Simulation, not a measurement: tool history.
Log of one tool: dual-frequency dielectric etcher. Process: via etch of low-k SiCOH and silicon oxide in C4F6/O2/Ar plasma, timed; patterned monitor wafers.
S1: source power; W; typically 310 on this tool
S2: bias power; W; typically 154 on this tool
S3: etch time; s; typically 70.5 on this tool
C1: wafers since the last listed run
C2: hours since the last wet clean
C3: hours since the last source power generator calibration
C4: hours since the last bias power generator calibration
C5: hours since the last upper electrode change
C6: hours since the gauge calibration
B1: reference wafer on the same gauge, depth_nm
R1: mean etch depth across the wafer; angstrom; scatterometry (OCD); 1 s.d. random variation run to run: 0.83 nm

Run 1, day 0.000: usual settings; C1 0; C2 366.1; C3 70.6; C4 492.4; C5 1867.2; C6 2496.0; B1 143.8. Result: R1 1504 angstrom.
Run 2, day 3.971: usual settings; C1 747; C2 461.4; C3 165.9; C4 587.7; C5 1962.5; C6 2591.3; B1 143.9. Result: R1 1511 angstrom.
At day 5.888: wet clean of the chamber, repeated, since the last time left the tool worse.
Run 3, day 6.654: usual settings; C1 317; C2 18.4; C3 230.3; C4 652.1; C5 2026.9; C6 2655.7; B1 144.2. Result: R1 1588 angstrom.
Run 4, day 10.304: usual settings; C1 687; C2 106.0; C3 317.9; C4 739.7; C5 2114.5; C6 2743.3; B1 143.9. Result: R1 1588 angstrom.
Run 5, day 12.196: usual settings; C1 356; C2 151.4; C3 363.3; C4 785.1; C5 2159.9; C6 2788.7; B1 144.3. Result: R1 1611 angstrom.
Run 6, day 14.596: usual settings; C1 452; C2 209.0; C3 420.9; C4 842.7; C5 2217.5; C6 2846.3; B1 144.0. Result: R1 1603 angstrom.
Run 7, day 17.575: usual settings; C1 561; C2 280.5; C3 492.4; C4 914.2; C5 2289.0; C6 2917.8; B1 144.0. Result: R1 1607 angstrom.
At day 19.362: upper electrode replaced.
Run 8, day 20.092: usual settings but S1 230 W; C1 285; C2 340.9; C3 552.8; C4 974.6; C5 17.5; C6 2978.2; B1 144.0. Result: R1 1470 angstrom.
Run 9, day 23.388: usual settings but S1 280 W, S2 188 W, S3 87.5 s; C1 620; C2 420.0; C3 631.9; C4 1053.7; C5 96.6; C6 3057.3; B1 143.7. Result: R1 2078 angstrom.
Run 10, day 25.421: usual settings but S3 53.5 s; C1 382; C2 468.8; C3 680.7; C4 1102.5; C5 145.4; C6 3106.1; B1 143.8. Result: R1 1237 angstrom.
Run 11, day 27.017: usual settings but S1 380 W, S2 135 W, S3 61.0 s; C1 300; C2 507.1; C3 719.0; C4 1140.8; C5 183.7; C6 3144.4; B1 144.0. Result: R1 1459 angstrom.
Run 12, day 29.438: usual settings but S1 350 W; C1 455; C2 565.2; C3 777.1; C4 1198.9; C5 241.8; C6 3202.5; B1 143.7. Result: R1 1702 angstrom.
At day 33.729: wet clean of the chamber.
Run 13, day 33.750: usual settings but S3 76.5 s; C1 623; C2 0.5; C3 880.6; C4 1302.4; C5 345.3; C6 3306.0; B1 144.0. Result: R1 1718 angstrom.
Run 14, day 35.538: usual settings but S1 360 W; C1 336; C2 43.4; C3 923.5; C4 1345.3; C5 388.2; C6 3348.9; B1 143.9. Result: R1 1668 angstrom.
Run 15, day 39.662: usual settings; C1 776; C2 142.4; C3 1022.5; C4 1444.3; C5 487.2; C6 3447.9; B1 143.8. Result: R1 1596 angstrom.
Run 16, day 41.650: usual settings but S1 370 W, S2 117 W, S3 50.0 s; C1 374; C2 190.1; C3 1070.2; C4 1492.0; C5 534.9; C6 3495.6; B1 143.8. Result: R1 1110 angstrom.
Run 17, day 44.904: usual settings but S2 140 W; C1 612; C2 268.2; C3 1148.3; C4 1570.1; C5 613.0; C6 3573.7; B1 143.9. Result: R1 1553 angstrom.
At day 47.029: gauge calibrated.
Run 18, day 47.200: usual settings but S1 390 W, S2 124 W, S3 88.0 s; C1 432; C2 323.3; C3 1203.4; C4 1625.2; C5 668.1; C6 4.1; B1 144.0. Result: R1 2044 angstrom.
Run 19, day 49.800: usual settings but S1 280 W, S2 166 W, S3 59.0 s; C1 489; C2 385.7; C3 1265.8; C4 1687.6; C5 730.5; C6 66.5; B1 144.2. Result: R1 1332 angstrom.
Run 20, day 53.112: usual settings but S2 143 W, S3 86.5 s; C1 623; C2 465.2; C3 1345.3; C4 1767.1; C5 810.0; C6 146.0; B1 144.1. Result: R1 1935 angstrom.
Run 21, day 55.683: usual settings but S1 360 W, S2 118 W, S3 61.5 s; C1 484; C2 526.9; C3 1407.0; C4 1828.8; C5 871.7; C6 207.7; B1 144.0. Result: R1 1381 angstrom.
At day 57.000: bias power generator calibrated.
Run 22, day 58.092: usual settings but S1 270 W, S2 132 W; C1 422; C2 584.7; C3 1464.8; C4 26.2; C5 929.5; C6 265.5; B1 143.9. Result: R1 1477 angstrom.
At day 60.500: wet clean of the chamber.
Run 23, day 62.392: usual settings; C1 621; C2 45.4; C3 1568.0; C4 129.4; C5 1032.7; C6 368.7; B1 143.8. Result: R1 1587 angstrom.
Run 24, day 64.146: usual settings but S1 270 W; C1 330; C2 87.5; C3 1610.1; C4 171.5; C5 1074.8; C6 410.8; B1 144.1. Result: R1 1510 angstrom.
Run 25, day 70.600: usual settings but S1 380 W, S2 186 W, S3 76.5 s; C1 1215; C2 242.4; C3 1765.0; C4 326.4; C5 1229.7; C6 565.7; B1 144.0. Result: R1 1995 angstrom.
Run 26, day 73.904: usual settings but S1 360 W; C1 622; C2 321.7; C3 1844.3; C4 405.7; C5 1309.0; C6 645.0; B1 143.9. Result: R1 1699 angstrom.
Run 27, day 78.379: usual settings; C1 842; C2 429.1; C3 1951.7; C4 513.1; C5 1416.4; C6 752.4; B1 144.4. Result: R1 1619 angstrom.
Run 28, day 80.679: usual settings but S3 51.0 s; C1 433; C2 484.3; C3 2006.9; C4 568.3; C5 1471.6; C6 807.6; B1 144.3. Result: R1 1168 angstrom.
At day 82.929: wet clean of the chamber.
Run 29, day 83.633: usual settings but S3 56.0 s; C1 368; C2 16.9; C3 2077.8; C4 639.2; C5 1542.5; C6 878.5; B1 144.2. Result: R1 1259 angstrom.

What was the tool's hidden state at every run in the log?
source power that arrives over what is set, %: 0 at every run
bias power that arrives over what is set, %: 0 at every run
gauge reads high (%): 0 at every run
H1: etch rate over this chamber's usual, %
run      H1
  1   -4.74
  2   -4.17
  3   0.304
  4   0.827
  5     1.1
  6    1.44
  7    1.87
  8    2.23
  9     2.7
 10    2.99
 11    3.22
 12    3.57
 13  -0.148
 14   0.109
 15     0.7
 16   0.985
 17    1.45
 18    1.78
 19    2.15
 20    2.63
 21       3
 22    3.34
 23  -0.229
 24  0.0225
 25   0.948
 26    1.42
 27    2.06
 28    2.39
 29   0.118
